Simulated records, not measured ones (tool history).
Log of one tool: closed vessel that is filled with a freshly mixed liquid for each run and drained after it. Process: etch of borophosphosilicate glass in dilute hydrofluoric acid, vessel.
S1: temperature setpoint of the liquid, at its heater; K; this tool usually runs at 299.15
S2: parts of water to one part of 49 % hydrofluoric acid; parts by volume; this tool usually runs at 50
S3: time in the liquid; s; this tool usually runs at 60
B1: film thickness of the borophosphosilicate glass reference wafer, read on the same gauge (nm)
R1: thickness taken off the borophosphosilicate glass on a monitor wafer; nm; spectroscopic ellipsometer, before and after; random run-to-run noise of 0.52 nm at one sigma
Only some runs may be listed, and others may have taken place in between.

Run 1, day 0.000: usual settings; B1 109.98. Result: R1 62.95 nm.
Run 2, day 1.171: usual settings; B1 110.01. Result: R1 63.84 nm.
Run 3, day 2.625: usual settings; B1 110.00. Result: R1 63.46 nm.
Run 4, day 5.488: usual settings; B1 109.98. Result: R1 63.03 nm.
Run 5, day 7.525: usual settings; B1 110.04. Result: R1 63.06 nm.
Run 6, day 8.650: usual settings; B1 109.96. Result: R1 62.83 nm.
At day 10.092: gauge calibrated.
Run 7, day 10.504: usual settings but S3 40 s; B1 110.07. Result: R1 42.23 nm.
Run 8, day 12.692: usual settings but S2 35 parts by volume; B1 110.00. Result: R1 93.50 nm.
Run 9, day 13.992: usual settings but S2 35 parts by volume; B1 109.96. Result: R1 94.03 nm.
Run 10, day 16.808: usual settings but S2 35 parts by volume; B1 110.04. Result: R1 92.85 nm.
Run 11, day 19.496: usual settings but S3 75 s; B1 109.97. Result: R1 79.66 nm.
Run 12, day 21.529: usual settings; B1 110.03. Result: R1 63.18 nm.
Run 13, day 26.592: usual settings but S1 297.15 K, S3 40 s; B1 109.97. Result: R1 39.13 nm.
Run 14, day 28.504: usual settings but S1 296.15 K, S2 60 parts by volume, S3 40 s; B1 110.00. Result: R1 30.74 nm.
Run 15, day 29.996: usual settings but S3 35 s; B1 109.99. Result: R1 36.57 nm.
At day 31.383: hydrofluoric acid flow meter replaced.
Run 16, day 31.567: usual settings but S1 300.65 K, S2 30 parts by volume; B1 110.01. Result: R1 116.82 nm.
Run 17, day 33.454: usual settings; B1 109.93. Result: R1 62.49 nm.
Run 18, day 35.150: usual settings; B1 110.00. Result: R1 62.62 nm.
Run 19, day 37.871: usual settings but S1 303.15 K, S2 30 parts by volume, S3 35 s; B1 109.97. Result: R1 74.92 nm.
Run 20, day 39.829: usual settings but S2 75 parts by volume, S3 35 s; B1 109.98. Result: R1 23.86 nm.
Run 21, day 42.792: usual settings but S1 302.65 K, S2 65 parts by volume; B1 110.01. Result: R1 55.61 nm.
Run 22, day 48.679: usual settings but S1 303.65 K, S2 70 parts by volume, S3 85 s; B1 109.96. Result: R1 73.65 nm.
Run 23, day 49.892: usual settings but S1 297.15 K; B1 109.99. Result: R1 58.92 nm.
Run 24, day 51.988: usual settings but S1 301.65 K; B1 110.01. Result: R1 70.12 nm.
Run 25, day 54.808: usual settings but S1 303.65 K, S2 60 parts by volume, S3 30 s; B1 110.04. Result: R1 31.38 nm.

Run 26, settings as shown, results not yet in. Your forecast:
At day 54.938: thermometer replaced.
Run 26, day 55.979: usual settings but S1 295.15 K, S2 60 parts by volume; B1 ?. Result: R1 ?.

{"run 26": {"B1": 110.01, "R1": 43.97}}
The same run, on a tool lacking any hidden state, would have yielded R1 43.97 nm.
